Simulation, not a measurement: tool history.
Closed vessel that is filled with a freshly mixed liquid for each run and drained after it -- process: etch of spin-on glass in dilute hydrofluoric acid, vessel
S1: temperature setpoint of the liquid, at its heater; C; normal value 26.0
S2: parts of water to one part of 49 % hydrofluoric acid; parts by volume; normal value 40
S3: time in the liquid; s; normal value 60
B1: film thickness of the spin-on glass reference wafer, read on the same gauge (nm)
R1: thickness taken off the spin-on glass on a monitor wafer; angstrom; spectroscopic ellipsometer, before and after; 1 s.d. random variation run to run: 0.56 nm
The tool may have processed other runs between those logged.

{"run": 1, "day": 0.0, "S1": 26.0, "S2": 35, "S3": 60, "B1": 139.97, "R1": 849.4}
{"run": 2, "day": 0.467, "S1": 26.0, "S2": 40, "S3": 60, "B1": 139.98, "R1": 745.2}
{"run": 3, "day": 1.092, "S1": 26.0, "S2": 40, "S3": 60, "B1": 139.97, "R1": 746.3}
{"run": 4, "day": 1.542, "S1": 26.0, "S2": 40, "S3": 60, "B1": 139.96, "R1": 735.3}
{"run": 5, "day": 1.979, "S1": 26.0, "S2": 40, "S3": 60, "B1": 140.02, "R1": 748.9}
{"run": 6, "day": 2.438, "S1": 26.0, "S2": 40, "S3": 60, "B1": 140.06, "R1": 747.1}
{"run": 7, "day": 3.129, "S1": 26.0, "S2": 40, "S3": 60, "B1": 140.0, "R1": 748.6}
{"day": 3.283, "done": "gauge calibrated"}
{"run": 8, "day": 3.683, "S1": 26.0, "S2": 40, "S3": 60, "B1": 140.01, "R1": 744.0}
{"run": 9, "day": 4.162, "S1": 26.0, "S2": 40, "S3": 60, "B1": 140.03, "R1": 735.6}
{"run": 10, "day": 4.529, "S1": 26.0, "S2": 40, "S3": 60, "B1": 140.04, "R1": 746.4}
{"run": 11, "day": 4.867, "S1": 26.0, "S2": 40, "S3": 60, "B1": 140.01, "R1": 745.3}
{"run": 12, "day": 5.538, "S1": 22.0, "S2": 50, "S3": 30, "B1": 140.02, "R1": 247.3}
{"run": 13, "day": 6.992, "S1": 21.0, "S2": 55, "S3": 75, "B1": 140.03, "R1": 533.9}
{"run": 14, "day": 7.429, "S1": 26.0, "S2": 40, "S3": 60, "B1": 140.0, "R1": 747.5}
{"run": 15, "day": 7.983, "S1": 22.0, "S2": 25, "S3": 30, "B1": 139.97, "R1": 514.6}
{"run": 16, "day": 8.271, "S1": 21.0, "S2": 25, "S3": 45, "B1": 140.02, "R1": 735.5}
{"run": 17, "day": 8.829, "S1": 31.0, "S2": 55, "S3": 80, "B1": 139.98, "R1": 866.5}
{"day": 8.971, "done": "hydrofluoric acid flow meter replaced"}
{"run": 18, "day": 9.267, "S1": 29.5, "S2": 40, "S3": 70, "B1": 139.95, "R1": 1011.0}
{"day": 9.333, "done": "thermometer replaced"}
{"day": 10.496, "done": "gauge calibrated"}
{"run": 19, "day": 11.483, "S1": 26.0, "S2": 40, "S3": 60, "B1": 140.01, "R1": 744.4}
{"run": 20, "day": 12.767, "S1": 29.0, "S2": 40, "S3": 60, "B1": 140.06, "R1": 845.5}
{"run": 21, "day": 13.083, "S1": 21.5, "S2": 30, "S3": 35, "B1": 139.98, "R1": 486.4}
{"run": 22, "day": 13.492, "S1": 26.0, "S2": 40, "S3": 60, "B1": 140.02, "R1": 741.1}

3 options for the next run, each taken on its own from the tool as it stands now. Forecast them:
{"run": "A", "day": 13.521, "S1": 30.0, "S2": 40, "S3": 60, "B1": "?", "R1": "?"}
{"run": "B", "day": 13.521, "S1": 26.0, "S2": 50, "S3": 40, "B1": "?", "R1": "?"}
{"run": "C", "day": 13.521, "S1": 30.5, "S2": 50, "S3": 95, "B1": "?", "R1": "?"}

run=A B1=140.02 R1=863.3
run=B B1=140.02 R1=386.5
run=C B1=140.02 R1=1098.0
With no hidden state in the tool, these same runs would have given:
run=A R1=863.3
run=B R1=386.5
run=C R1=1098.0
